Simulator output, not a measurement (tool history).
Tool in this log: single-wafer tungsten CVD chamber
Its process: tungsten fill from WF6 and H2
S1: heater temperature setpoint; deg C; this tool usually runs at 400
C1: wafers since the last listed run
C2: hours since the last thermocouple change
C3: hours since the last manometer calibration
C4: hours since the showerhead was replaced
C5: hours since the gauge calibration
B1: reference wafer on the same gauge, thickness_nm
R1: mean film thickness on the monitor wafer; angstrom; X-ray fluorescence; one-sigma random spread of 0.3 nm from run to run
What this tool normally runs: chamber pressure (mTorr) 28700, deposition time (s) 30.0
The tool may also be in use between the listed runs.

{"run": 1, "hour": 0.0, "S1": 400, "chamber pressure (mTorr)": 28700, "deposition time (s)": 30.0, "C1": 0, "C2": 2042.8, "C3": 1217.1, "C4": 5155.9, "C5": 670.1, "B1": 101.198, "R1": 901.61}
{"hour": 42.9, "done": "thermocouple changed; heater temperature recalibrated"}
{"hour": 90.7, "done": "capacitance manometer re-zeroed and calibrated"}
{"run": 2, "hour": 104.2, "S1": 400, "chamber pressure (mTorr)": 28700, "deposition time (s)": 30.0, "C1": 1430, "C2": 61.3, "C3": 13.5, "C4": 5260.1, "C5": 774.3, "B1": 101.242, "R1": 864.58}
{"run": 3, "hour": 209.4, "S1": 400, "chamber pressure (mTorr)": 28700, "deposition time (s)": 30.0, "C1": 1706, "C2": 166.5, "C3": 118.7, "C4": 5365.3, "C5": 879.5, "B1": 101.107, "R1": 866.04}
{"run": 4, "hour": 247.9, "S1": 400, "chamber pressure (mTorr)": 28700, "deposition time (s)": 30.0, "C1": 624, "C2": 205.0, "C3": 157.2, "C4": 5403.8, "C5": 918.0, "B1": 101.224, "R1": 865.84}
{"run": 5, "hour": 337.2, "S1": 400, "chamber pressure (mTorr)": 28700, "deposition time (s)": 30.0, "C1": 1448, "C2": 294.3, "C3": 246.5, "C4": 5493.1, "C5": 1007.3, "B1": 101.221, "R1": 874.27}
{"run": 6, "hour": 373.8, "S1": 400, "chamber pressure (mTorr)": 28700, "deposition time (s)": 30.0, "C1": 593, "C2": 330.9, "C3": 283.1, "C4": 5529.7, "C5": 1043.9, "B1": 101.236, "R1": 868.8}
{"run": 7, "hour": 456.0, "S1": 400, "chamber pressure (mTorr)": 28700, "deposition time (s)": 30.0, "C1": 1333, "C2": 413.1, "C3": 365.3, "C4": 5611.9, "C5": 1126.1, "B1": 101.146, "R1": 874.29}
{"run": 8, "hour": 608.1, "S1": 400, "chamber pressure (mTorr)": 28700, "deposition time (s)": 30.0, "C1": 2467, "C2": 565.2, "C3": 517.4, "C4": 5764.0, "C5": 1278.2, "B1": 101.153, "R1": 881.47}
{"run": 9, "hour": 715.5, "S1": 400, "chamber pressure (mTorr)": 28700, "deposition time (s)": 30.0, "C1": 1742, "C2": 672.6, "C3": 624.8, "C4": 5871.4, "C5": 1385.6, "B1": 101.164, "R1": 882.78}
{"run": 10, "hour": 819.3, "S1": 400, "chamber pressure (mTorr)": 28700, "deposition time (s)": 31.6, "C1": 1684, "C2": 776.4, "C3": 728.6, "C4": 5975.2, "C5": 1489.4, "B1": 101.217, "R1": 936.39}
{"run": 11, "hour": 907.5, "S1": 400, "chamber pressure (mTorr)": 28700, "deposition time (s)": 31.6, "C1": 1430, "C2": 864.6, "C3": 816.8, "C4": 6063.4, "C5": 1577.6, "B1": 101.203, "R1": 935.87}
{"run": 12, "hour": 986.3, "S1": 400, "chamber pressure (mTorr)": 28700, "deposition time (s)": 31.6, "C1": 1278, "C2": 943.4, "C3": 895.6, "C4": 6142.2, "C5": 1656.4, "B1": 101.216, "R1": 937.27}
{"hour": 1028.4, "done": "showerhead replaced"}
{"run": 13, "hour": 1092.9, "S1": 400, "chamber pressure (mTorr)": 28700, "deposition time (s)": 30.0, "C1": 1599, "C2": 1050.0, "C3": 1002.2, "C4": 64.5, "C5": 1763.0, "B1": 101.216, "R1": 886.92}
{"hour": 1162.0, "done": "gauge calibrated"}
{"run": 14, "hour": 1198.6, "S1": 390, "chamber pressure (mTorr)": 28700, "deposition time (s)": 30.0, "C1": 1714, "C2": 1155.7, "C3": 1107.9, "C4": 170.2, "C5": 36.6, "B1": 101.087, "R1": 755.36}
{"run": 15, "hour": 1255.0, "S1": 390, "chamber pressure (mTorr)": 28700, "deposition time (s)": 30.0, "C1": 915, "C2": 1212.1, "C3": 1164.3, "C4": 226.6, "C5": 93.0, "B1": 101.189, "R1": 756.95}
{"run": 16, "hour": 1311.4, "S1": 390, "chamber pressure (mTorr)": 28700, "deposition time (s)": 30.0, "C1": 915, "C2": 1268.5, "C3": 1220.7, "C4": 283.0, "C5": 149.4, "B1": 101.141, "R1": 758.06}
{"run": 17, "hour": 1388.0, "S1": 400, "chamber pressure (mTorr)": 28700, "deposition time (s)": 30.0, "C1": 1242, "C2": 1345.1, "C3": 1297.3, "C4": 359.6, "C5": 226.0, "B1": 101.291, "R1": 893.34}
{"hour": 1456.2, "done": "capacitance manometer re-zeroed and calibrated"}
{"run": 18, "hour": 1473.1, "S1": 405, "chamber pressure (mTorr)": 34000, "deposition time (s)": 30.0, "C1": 1250, "C2": 1430.2, "C3": 16.9, "C4": 444.7, "C5": 311.1, "B1": 101.192, "R1": 1045.71}
{"run": 19, "hour": 1555.3, "S1": 388, "chamber pressure (mTorr)": 28700, "deposition time (s)": 30.0, "C1": 1333, "C2": 1512.4, "C3": 99.1, "C4": 526.9, "C5": 393.3, "B1": 101.201, "R1": 734.27}
{"run": 20, "hour": 1647.6, "S1": 393, "chamber pressure (mTorr)": 34200, "deposition time (s)": 34.4, "C1": 1497, "C2": 1604.7, "C3": 191.4, "C4": 619.2, "C5": 485.6, "B1": 101.122, "R1": 996.28}
{"run": 21, "hour": 1708.7, "S1": 400, "chamber pressure (mTorr)": 28700, "deposition time (s)": 30.0, "C1": 991, "C2": 1665.8, "C3": 252.5, "C4": 680.3, "C5": 546.7, "B1": 101.243, "R1": 894.82}
{"hour": 1773.6, "done": "thermocouple changed; heater temperature recalibrated"}
{"run": 22, "hour": 1777.9, "S1": 400, "chamber pressure (mTorr)": 28700, "deposition time (s)": 25.2, "C1": 992, "C2": 4.3, "C3": 321.7, "C4": 749.5, "C5": 615.9, "B1": 101.24, "R1": 731.17}
{"run": 23, "hour": 1817.5, "S1": 400, "chamber pressure (mTorr)": 28700, "deposition time (s)": 30.0, "C1": 642, "C2": 43.9, "C3": 361.3, "C4": 789.1, "C5": 655.5, "B1": 101.23, "R1": 870.28}
{"run": 24, "hour": 1874.6, "S1": 400, "chamber pressure (mTorr)": 31300, "deposition time (s)": 30.0, "C1": 926, "C2": 101.0, "C3": 418.4, "C4": 846.2, "C5": 712.6, "B1": 101.287, "R1": 911.16}
{"run": 25, "hour": 1968.6, "S1": 400, "chamber pressure (mTorr)": 28700, "deposition time (s)": 30.0, "C1": 1525, "C2": 195.0, "C3": 512.4, "C4": 940.2, "C5": 806.6, "B1": 101.204, "R1": 875.69}
{"run": 26, "hour": 2023.9, "S1": 400, "chamber pressure (mTorr)": 28700, "deposition time (s)": 28.4, "C1": 897, "C2": 250.3, "C3": 567.7, "C4": 995.5, "C5": 861.9, "B1": 101.203, "R1": 832.19}
{"run": 27, "hour": 2127.5, "S1": 392, "chamber pressure (mTorr)": 28700, "deposition time (s)": 34.3, "C1": 1680, "C2": 353.9, "C3": 671.3, "C4": 1099.1, "C5": 965.5, "B1": 101.212, "R1": 892.57}
{"run": 28, "hour": 2186.6, "S1": 400, "chamber pressure (mTorr)": 34100, "deposition time (s)": 26.5, "C1": 958, "C2": 413.0, "C3": 730.4, "C4": 1158.2, "C5": 1024.6, "B1": 101.19, "R1": 846.24}
{"run": 29, "hour": 2233.4, "S1": 400, "chamber pressure (mTorr)": 28700, "deposition time (s)": 34.8, "C1": 759, "C2": 459.8, "C3": 777.2, "C4": 1205.0, "C5": 1071.4, "B1": 101.216, "R1": 1029.43}
{"run": 30, "hour": 2303.1, "S1": 392, "chamber pressure (mTorr)": 28700, "deposition time (s)": 25.3, "C1": 1130, "C2": 529.5, "C3": 846.9, "C4": 1274.7, "C5": 1141.1, "B1": 101.24, "R1": 656.43}
{"run": 31, "hour": 2390.3, "S1": 400, "chamber pressure (mTorr)": 28700, "deposition time (s)": 30.0, "C1": 1414, "C2": 616.7, "C3": 934.1, "C4": 1361.9, "C5": 1228.3, "B1": 101.167, "R1": 884.18}
{"run": 32, "hour": 2443.5, "S1": 400, "chamber pressure (mTorr)": 28700, "deposition time (s)": 30.0, "C1": 863, "C2": 669.9, "C3": 987.3, "C4": 1415.1, "C5": 1281.5, "B1": 101.104, "R1": 886.6}
{"run": 33, "hour": 2496.6, "S1": 400, "chamber pressure (mTorr)": 28700, "deposition time (s)": 30.0, "C1": 861, "C2": 723.0, "C3": 1040.4, "C4": 1468.2, "C5": 1334.6, "B1": 101.165, "R1": 888.93}
{"hour": 2589.6, "done": "gauge calibrated"}
{"run": 34, "hour": 2806.3, "S1": 396, "chamber pressure (mTorr)": 28700, "deposition time (s)": 30.0, "C1": 5024, "C2": 1032.7, "C3": 1350.1, "C4": 1777.9, "C5": 216.7, "B1": 101.222, "R1": 840.81}
{"run": 35, "hour": 2871.9, "S1": 387, "chamber pressure (mTorr)": 26600, "deposition time (s)": 35.2, "C1": 1064, "C2": 1098.3, "C3": 1415.7, "C4": 1843.5, "C5": 282.3, "B1": 101.18, "R1": 824.27}

What if the next run were any one of these 3? Each begins from the tool's condition after run 35:
{"run": "A", "hour": 2872.3, "S1": 400, "chamber pressure (mTorr)": 28700, "deposition time (s)": 30.0, "C1": 6, "C2": 1098.7, "C3": 1416.1, "C4": 1843.9, "C5": 282.7, "B1": "?", "R1": "?"}
{"run": "B", "hour": 2872.3, "S1": 400, "chamber pressure (mTorr)": 25200, "deposition time (s)": 32.3, "C1": 6, "C2": 1098.7, "C3": 1416.1, "C4": 1843.9, "C5": 282.7, "B1": "?", "R1": "?"}
{"run": "C", "hour": 2872.3, "S1": 411, "chamber pressure (mTorr)": 21600, "deposition time (s)": 33.7, "C1": 6, "C2": 1098.7, "C3": 1416.1, "C4": 1843.9, "C5": 282.7, "B1": "?", "R1": "?"}

run=A B1=101.274 R1=903.75
run=B B1=101.274 R1=915.59
run=C B1=101.274 R1=1050.15
Stripped of hidden state, with their random variation kept, the same runs would have yielded:
run=A R1=869.09
run=B R1=880.48
run=C R1=1012.86

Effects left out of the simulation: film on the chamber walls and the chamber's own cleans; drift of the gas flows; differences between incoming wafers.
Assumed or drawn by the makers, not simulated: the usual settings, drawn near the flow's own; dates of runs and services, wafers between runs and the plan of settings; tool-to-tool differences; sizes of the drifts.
